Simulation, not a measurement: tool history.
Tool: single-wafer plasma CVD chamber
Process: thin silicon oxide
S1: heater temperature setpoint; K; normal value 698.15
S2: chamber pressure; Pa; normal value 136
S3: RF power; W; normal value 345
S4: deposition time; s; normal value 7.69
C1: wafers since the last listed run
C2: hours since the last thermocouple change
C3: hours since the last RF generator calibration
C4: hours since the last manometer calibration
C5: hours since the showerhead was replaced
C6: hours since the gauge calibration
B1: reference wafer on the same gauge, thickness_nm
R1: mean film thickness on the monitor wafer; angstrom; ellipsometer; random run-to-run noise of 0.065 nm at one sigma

run,hour,S1,S2,S3,S4,C1,C2,C3,C4,C5,C6,B1,R1
1,0,698.15,136,345,8.28,0,740.2,1587,2464.4,2942.3,287.1,21.319,203.03
2,45.2,698.15,136,345,7.69,1334,785.4,1632.2,2509.6,2987.5,332.3,21.3,187.08
3,148.8,698.15,136,375,7.69,3058,889,1735.8,2613.2,3091.1,435.9,21.327,195.1
4,210.2,698.15,136,375,7.69,1812,950.4,1797.2,2674.6,3152.5,497.3,21.28,193.66
5,279,698.15,136,375,7.69,2031,1019.2,1866,2743.4,3221.3,566.1,21.28,194.5
6,322.9,698.15,147,345,6.68,1296,1063.1,1909.9,2787.3,3265.2,610,21.293,172.07
7,366.6,702.15,136,345,7.69,1290,1106.8,1953.6,2831,3308.9,653.7,21.306,185.63
8,423.5,702.15,136,345,7.69,1679,1163.7,2010.5,2887.9,3365.8,710.6,21.303,185.57
9,451.6,698.15,136,345,7.69,829,1191.8,2038.6,2916,3393.9,738.7,21.303,187.14

Run 10 is up next; what results do you expect?
10,518.5,698.15,115,345,7.25,1975,1258.7,2105.5,2982.9,3460.8,805.6,?,?

B1: 21.277
R1: 150.33 angstrom
If the tool had no hidden condition, the same run with the same run-to-run variation would have returned R1 156.39 angstrom.
